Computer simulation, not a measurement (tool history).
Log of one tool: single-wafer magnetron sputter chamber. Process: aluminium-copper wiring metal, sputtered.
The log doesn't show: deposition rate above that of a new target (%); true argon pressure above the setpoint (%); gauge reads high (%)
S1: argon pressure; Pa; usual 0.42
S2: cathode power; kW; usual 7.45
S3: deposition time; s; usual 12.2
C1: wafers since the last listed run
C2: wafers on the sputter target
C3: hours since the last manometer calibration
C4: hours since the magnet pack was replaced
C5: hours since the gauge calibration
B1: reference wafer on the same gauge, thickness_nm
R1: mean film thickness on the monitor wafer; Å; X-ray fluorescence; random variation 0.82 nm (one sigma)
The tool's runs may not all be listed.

| run | day | S1 | S2 | S3 | C1 | C2 | C3 | C4 | C5 | B1 | R1 |
|---|---|---|---|---|---|---|---|---|---|---|---|
| 1 | 0 | 0.349 | 7.45 | 12.2 | 0 | 4500 | 2166.3 | 8488 | 392.9 | 162.979 | 1551.37 |
| 2 | 2.988 | 0.349 | 7.45 | 12.2 | 1561 | 6061 | 2238 | 8559.7 | 464.6 | 162.934 | 1516.65 |
| 3 | 5.35 | 0.42 | 7.45 | 12.2 | 1234 | 7295 | 2294.7 | 8616.4 | 521.3 | 163.026 | 1445.42 |
| 4 | 6.875 | 0.42 | 7.45 | 12.2 | 796 | 8092 | 2331.3 | 8653 | 557.9 | 163.047 | 1412.62 |
|  | 7.654 | sputter target and shields replaced |
| 5 | 8.283 | 0.42 | 7.45 | 12.2 | 561 | 328 | 2365.1 | 8686.8 | 591.7 | 163.001 | 1543.14 |
| 6 | 11.262 | 0.42 | 6.85 | 12.2 | 1556 | 1884 | 2436.6 | 8758.3 | 663.2 | 163.104 | 1403.75 |
| 7 | 13.338 | 0.42 | 6.85 | 12.2 | 1084 | 2968 | 2486.4 | 8808.1 | 713 | 162.93 | 1403.11 |
|  | 14.304 | gauge calibrated |
| 8 | 15.6 | 0.42 | 6.05 | 12.2 | 1182 | 4151 | 2540.7 | 8862.4 | 31.1 | 162.784 | 1221.81 |
| 9 | 18.358 | 0.486 | 6.3 | 11.6 | 1441 | 5592 | 2606.9 | 8928.6 | 97.3 | 163.008 | 1150.5 |
|  | 18.767 | capacitance manometer re-zeroed and calibrated |
| 10 | 19.504 | 0.42 | 7.45 | 12.2 | 424 | 6016 | 17.7 | 8956.1 | 124.8 | 163.073 | 1457.61 |
|  | 21.588 | magnet pack replaced |
| 11 | 22 | 0.368 | 6 | 14.1 | 1129 | 7146 | 77.6 | 9.9 | 184.7 | 163.115 | 1374.34 |
|  | 22.429 | sputter target and shields replaced |
| 12 | 23.071 | 0.42 | 7.45 | 12.2 | 385 | 335 | 103.3 | 35.6 | 210.4 | 162.979 | 1534.25 |
| 13 | 25.45 | 0.285 | 8.7 | 9.9 | 1243 | 1578 | 160.4 | 92.7 | 267.5 | 163.024 | 1546.39 |
| 14 | 28.671 | 0.583 | 7.45 | 12.2 | 1682 | 3261 | 237.7 | 170 | 344.8 | 162.828 | 1404.77 |

What the log doesn't show, run by run:
true argon pressure above the setpoint (%): 0 in every run
gauge reads high (%): 0 in every run
H1: deposition rate above that of a new target (%)
| run | H1 |
|---|---|
| 1 | -2.8 |
| 2 | -4.73 |
| 3 | -6.67 |
| 4 | -8.1 |
| 5 | -0.172 |
| 6 | -0.575 |
| 7 | -1.19 |
| 8 | -2.18 |
| 9 | -3.82 |
| 10 | -4.65 |
| 11 | -6.74 |
| 12 | -0.31 |
| 13 | -0.589 |
| 14 | -1.54 |

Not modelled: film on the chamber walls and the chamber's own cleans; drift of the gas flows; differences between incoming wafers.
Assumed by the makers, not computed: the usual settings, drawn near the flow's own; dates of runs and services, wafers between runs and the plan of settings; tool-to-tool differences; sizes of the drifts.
